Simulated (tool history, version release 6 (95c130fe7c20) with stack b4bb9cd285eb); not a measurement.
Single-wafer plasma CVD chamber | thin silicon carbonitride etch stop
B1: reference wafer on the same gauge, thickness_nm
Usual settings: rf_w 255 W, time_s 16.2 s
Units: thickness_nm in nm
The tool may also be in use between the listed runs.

{"run": 1, "hour": 0.0, "rf_w": 255, "time_s": 17.5, "B1": 11.105, "thickness_nm": 11.093}
{"run": 2, "hour": 37.7, "rf_w": 255, "time_s": 17.5, "B1": 11.086, "thickness_nm": 11.143}
{"run": 3, "hour": 109.1, "rf_w": 240, "time_s": 16.2, "B1": 11.119, "thickness_nm": 10.123}
{"run": 4, "hour": 160.6, "rf_w": 240, "time_s": 16.2, "B1": 11.089, "thickness_nm": 10.163}
{"run": 5, "hour": 263.6, "rf_w": 240, "time_s": 16.2, "B1": 11.093, "thickness_nm": 10.24}
{"run": 6, "hour": 338.4, "rf_w": 255, "time_s": 16.2, "B1": 11.091, "thickness_nm": 10.252}
{"run": 7, "hour": 432.1, "rf_w": 215, "time_s": 16.2, "B1": 11.078, "thickness_nm": 9.678}
{"run": 8, "hour": 521.5, "rf_w": 215, "time_s": 16.2, "B1": 11.073, "thickness_nm": 9.649}
{"run": 9, "hour": 588.9, "rf_w": 215, "time_s": 16.2, "B1": 11.087, "thickness_nm": 9.623}
{"run": 10, "hour": 679.9, "rf_w": 255, "time_s": 16.2, "B1": 11.101, "thickness_nm": 10.458}
{"run": 11, "hour": 721.6, "rf_w": 255, "time_s": 16.2, "B1": 11.106, "thickness_nm": 10.334}
{"run": 12, "hour": 774.1, "rf_w": 230, "time_s": 16.2, "B1": 11.093, "thickness_nm": 9.827}
{"run": 13, "hour": 813.3, "rf_w": 265, "time_s": 17.3, "B1": 11.107, "thickness_nm": 11.221}
{"run": 14, "hour": 850.0, "rf_w": 265, "time_s": 17.3, "B1": 11.075, "thickness_nm": 11.259}
{"run": 15, "hour": 940.5, "rf_w": 255, "time_s": 14.3, "B1": 11.119, "thickness_nm": 9.156}
{"run": 16, "hour": 1035.5, "rf_w": 295, "time_s": 13.4, "B1": 11.1, "thickness_nm": 9.094}
{"run": 17, "hour": 1093.2, "rf_w": 275, "time_s": 17.2, "B1": 11.105, "thickness_nm": 11.268}
{"run": 18, "hour": 1154.4, "rf_w": 255, "time_s": 14.6, "B1": 11.106, "thickness_nm": 9.304}
{"run": 19, "hour": 1354.7, "rf_w": 295, "time_s": 16.2, "B1": 11.119, "thickness_nm": 11.075}
{"run": 20, "hour": 1416.8, "rf_w": 255, "time_s": 16.2, "B1": 11.103, "thickness_nm": 10.262}
{"run": 21, "hour": 1512.7, "rf_w": 235, "time_s": 14.5, "B1": 11.09, "thickness_nm": 8.951}
{"run": 22, "hour": 1568.8, "rf_w": 225, "time_s": 15.0, "B1": 11.089, "thickness_nm": 9.08}
{"run": 23, "hour": 1639.7, "rf_w": 255, "time_s": 17.1, "B1": 11.096, "thickness_nm": 10.852}
{"run": 24, "hour": 1685.6, "rf_w": 280, "time_s": 19.3, "B1": 11.107, "thickness_nm": 12.682}
{"run": 25, "hour": 1742.9, "rf_w": 255, "time_s": 16.2, "B1": 11.099, "thickness_nm": 10.332}
{"run": 26, "hour": 1974.3, "rf_w": 275, "time_s": 16.2, "B1": 11.085, "thickness_nm": 10.69}
{"run": 27, "hour": 2069.3, "rf_w": 255, "time_s": 16.2, "B1": 11.106, "thickness_nm": 10.381}
{"run": 28, "hour": 2159.3, "rf_w": 285, "time_s": 17.0, "B1": 11.077, "thickness_nm": 11.154}
{"run": 29, "hour": 2200.3, "rf_w": 255, "time_s": 13.7, "B1": 11.1, "thickness_nm": 8.792}
{"run": 30, "hour": 2241.2, "rf_w": 235, "time_s": 14.4, "B1": 11.115, "thickness_nm": 8.909}

Not shown: 7 entries that the log had between the listed runs. Between which runs, and how does the tool's hidden state differ before and after?
Between runs 2 and 3: gauge calibrated (hour 100.5)
  no hidden state differs between the two runs
Between runs 3 and 4: RF generator calibrated (hour 137.8)
  no hidden state differs between the two runs
Between runs 11 and 12: showerhead replaced (hour 730.4)
  no hidden state differs between the two runs
Between runs 17 and 18: RF generator calibrated (hour 1118.1)
  no hidden state differs between the two runs
Between runs 18 and 19: gauge calibrated (hour 1312.5)
  no hidden state differs between the two runs
Between runs 21 and 22: thermocouple changed; heater temperature recalibrated (hour 1568.3)
  no hidden state differs between the two runs
Between runs 27 and 28: RF generator calibrated (hour 2141.8)
  no hidden state differs between the two runs
